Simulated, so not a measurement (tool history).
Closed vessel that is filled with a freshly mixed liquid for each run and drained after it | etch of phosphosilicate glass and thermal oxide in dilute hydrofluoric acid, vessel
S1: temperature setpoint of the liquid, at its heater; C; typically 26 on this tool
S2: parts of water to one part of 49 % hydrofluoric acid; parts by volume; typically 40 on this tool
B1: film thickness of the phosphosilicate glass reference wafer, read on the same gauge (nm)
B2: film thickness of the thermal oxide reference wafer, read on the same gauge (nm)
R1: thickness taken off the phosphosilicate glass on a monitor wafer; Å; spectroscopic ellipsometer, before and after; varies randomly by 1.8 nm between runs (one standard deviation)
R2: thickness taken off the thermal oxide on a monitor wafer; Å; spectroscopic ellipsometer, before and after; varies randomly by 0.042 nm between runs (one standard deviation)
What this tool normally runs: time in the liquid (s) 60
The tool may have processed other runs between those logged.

Run 1, hour 0: usual settings but S2 50 parts by volume; B1 30; B2 129.97. Result: R1 2510.6 Å, R2 58.6 Å.
Run 2, hour 33.3: usual settings but S2 50 parts by volume; B1 30.01; B2 129.98. Result: R1 2517.6 Å, R2 59 Å.
Run 3, hour 46.2: usual settings but S2 50 parts by volume; B1 30; B2 129.97. Result: R1 2513.2 Å, R2 58.7 Å.
Run 4, hour 60.4: usual settings but S1 22.5 C; B1 30.01; B2 130.01. Result: R1 2744.4 Å, R2 64.9 Å.
Run 5, hour 83: usual settings but S1 22.5 C; B1 29.98; B2 129.99. Result: R1 2741.4 Å, R2 64.4 Å.
Run 6, hour 112.7: usual settings but S1 25 C; B1 30.03; B2 130. Result: R1 3064.1 Å, R2 71.1 Å.
Run 7, hour 133: usual settings but S1 25 C; B1 29.99; B2 129.98. Result: R1 3051.2 Å, R2 71.7 Å.
Run 8, hour 154.7: usual settings; B1 30; B2 130.01. Result: R1 3164.4 Å, R2 73.8 Å.
Run 9, hour 167.4: usual settings; B1 29.99; B2 130.02. Result: R1 3152.6 Å, R2 74.4 Å.
Run 10, hour 199.8: usual settings; B1 30; B2 130.03. Result: R1 3157.9 Å, R2 73.7 Å.
Run 11, hour 214.1: usual settings; B1 29.99; B2 129.98. Result: R1 3151.6 Å, R2 73.7 Å.
Run 12, hour 239.8: usual settings; B1 30.02; B2 129.98. Result: R1 3163.7 Å, R2 73.6 Å.
At hour 241.9: gauge calibrated.
Run 13, hour 271.7: usual settings but S1 24.5 C, S2 25 parts by volume, time in the liquid (s) 45; B1 29.97; B2 130.03. Result: R1 3632.1 Å, R2 85.7 Å.
Run 14, hour 288.4: usual settings but S1 22 C; B1 30; B2 130.05. Result: R1 2679.2 Å, R2 62.4 Å.
Run 15, hour 311.8: usual settings but S2 55 parts by volume; B1 29.98; B2 129.96. Result: R1 2223.6 Å, R2 52 Å.
Run 16, hour 334.5: usual settings; B1 30; B2 129.99. Result: R1 3132.6 Å, R2 73.6 Å.
Run 17, hour 348.1: usual settings but S1 24 C, S2 55 parts by volume; B1 30.02; B2 130. Result: R1 2050.6 Å, R2 48.5 Å.
Run 18, hour 374.6: usual settings but S1 23 C; B1 30; B2 130.03. Result: R1 2739.5 Å, R2 65 Å.
Run 19, hour 403.4: usual settings but S1 24.5 C, S2 25 parts by volume, time in the liquid (s) 45; B1 29.99; B2 130.01. Result: R1 3618.6 Å, R2 84.6 Å.
Run 20, hour 421.5: usual settings; B1 29.99; B2 129.97. Result: R1 3107.5 Å, R2 73.7 Å.
At hour 424.2: hydrofluoric acid flow meter replaced.
At hour 425.9: thermometer replaced.
Run 21, hour 452.7: usual settings but S1 28 C, S2 30 parts by volume, time in the liquid (s) 70; B1 30.01; B2 130.02. Result: R1 5955 Å, R2 139.7 Å.
Run 22, hour 478: usual settings; B1 29.99; B2 129.93. Result: R1 3466.7 Å, R2 80.9 Å.
Run 23, hour 507.3: usual settings; B1 30; B2 129.99. Result: R1 3450.4 Å, R2 81.4 Å.
Run 24, hour 537.6: usual settings but S1 22.5 C, time in the liquid (s) 45; B1 30; B2 129.97. Result: R1 2261.6 Å, R2 52.1 Å.
Run 25, hour 569.9: usual settings but time in the liquid (s) 85; B1 30; B2 130.01. Result: R1 4911.6 Å, R2 113.3 Å.

For each run, what was the tool's unlogged condition?
liquid hotter than its thermometer reads (K): 0 in every run
gauge reads high (%): 0 in every run
H1: hydrofluoric acid flow below the setpoint (%)
run     H1
  1    8.5
  2   8.65
  3   8.71
  4   8.78
  5   8.88
  6   9.01
  7   9.11
  8   9.21
  9   9.26
 10   9.41
 11   9.48
 12   9.59
 13   9.74
 14   9.81
 15   9.92
 16     10
 17   10.1
 18   10.2
 19   10.3
 20   10.4
 21  0.746
 22  0.861
 23  0.994
 24   1.13
 25   1.28
